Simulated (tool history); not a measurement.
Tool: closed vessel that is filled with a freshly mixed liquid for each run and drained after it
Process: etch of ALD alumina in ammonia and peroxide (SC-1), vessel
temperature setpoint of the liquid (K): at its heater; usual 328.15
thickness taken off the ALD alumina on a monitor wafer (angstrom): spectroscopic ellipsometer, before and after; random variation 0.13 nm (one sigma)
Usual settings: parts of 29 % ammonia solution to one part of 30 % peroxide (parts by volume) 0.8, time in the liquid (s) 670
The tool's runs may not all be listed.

run	day	temperature setpoint of the liquid (K)	parts of 29 % ammonia solution to one part of 30 % peroxide (parts by volume)	time in the liquid (s)	read-back film thickness of the ALD alumina reference wafer, read on the same gauge (nm)	thickness taken off the ALD alumina on a monitor wafer (angstrom)
1	0	328.15	0.8	670	149.97	540.7
2	0.583	328.15	0.8	670	150.02	541.1
3	1.167	328.15	0.8	670	149.97	542.5
4	2.504	328.15	0.8	670	150.01	540.1
5	3.504	328.15	0.8	670	150	539.5
6	4.479	328.15	0.8	590	149.99	474.4
7	5.725	331.65	0.8	670	150.01	650.8
8	6.617	331.65	0.8	670	150.03	650
9	7.946	331.65	0.8	670	150.04	645.1
10	9.233	331.65	0.8	670	150.01	647.9
11	9.958	334.15	0.5	295	150.02	309.1
12	10.912	328.15	0.8	670	150.01	534.6
13	11.792	322.15	0.8	670	150.04	387
# day 13.029: gauge calibrated
14	13.254	328.15	0.8	670	149.94	535
# day 13.342: thermometer replaced
# day 14.108: ammonia flow meter replaced
# day 14.996: new drum of ammonia solution connected
15	17.221	322.15	0.8	670	150.06	410.8
16	17.846	333.65	1	895	150.02	1030.1
17	18.729	328.15	1.15	670	150.04	585.3
18	19.575	328.15	0.5	670	149.99	542.7
19	20.912	328.15	0.8	670	149.95	566.1
20	21.596	322.65	0.65	545	150.03	334.7
21	22.946	332.65	1.15	510	150.03	564.1
22	23.942	321.65	1.15	670	150	411.1
23	24.512	328.15	0.55	670	150.02	544.6
24	25.317	331.15	0.8	670	149.99	660.6
25	26.521	330.65	0.8	670	149.98	642.8
26	27.129	328.15	0.8	670	149.94	564
27	30.379	328.15	0.8	870	150	731.4
28	31.2	325.15	0.6	300	150.01	208.7
29	31.8	328.15	0.8	290	150	242.1

4 ways to go on from here, each from the tool as it stands after run 29. What would each give?
A	31.833	328.15	1.05	670	?	?
B	31.833	328.15	0.8	365	?	?
C	31.833	322.15	1	855	?	?
D	31.833	328.15	0.8	1045	?	?

run	read-back film thickness of the ALD alumina reference wafer, read on the same gauge (nm)	thickness taken off the ALD alumina on a monitor wafer (angstrom)
A	149.97	576.3
B	149.97	306
C	149.97	528.3
D	149.97	875.9
Without the tool's hidden state the same runs would have given:
run	thickness taken off the ALD alumina on a monitor wafer (angstrom)
A	590.5
B	313.5
C	541.8
D	897.6

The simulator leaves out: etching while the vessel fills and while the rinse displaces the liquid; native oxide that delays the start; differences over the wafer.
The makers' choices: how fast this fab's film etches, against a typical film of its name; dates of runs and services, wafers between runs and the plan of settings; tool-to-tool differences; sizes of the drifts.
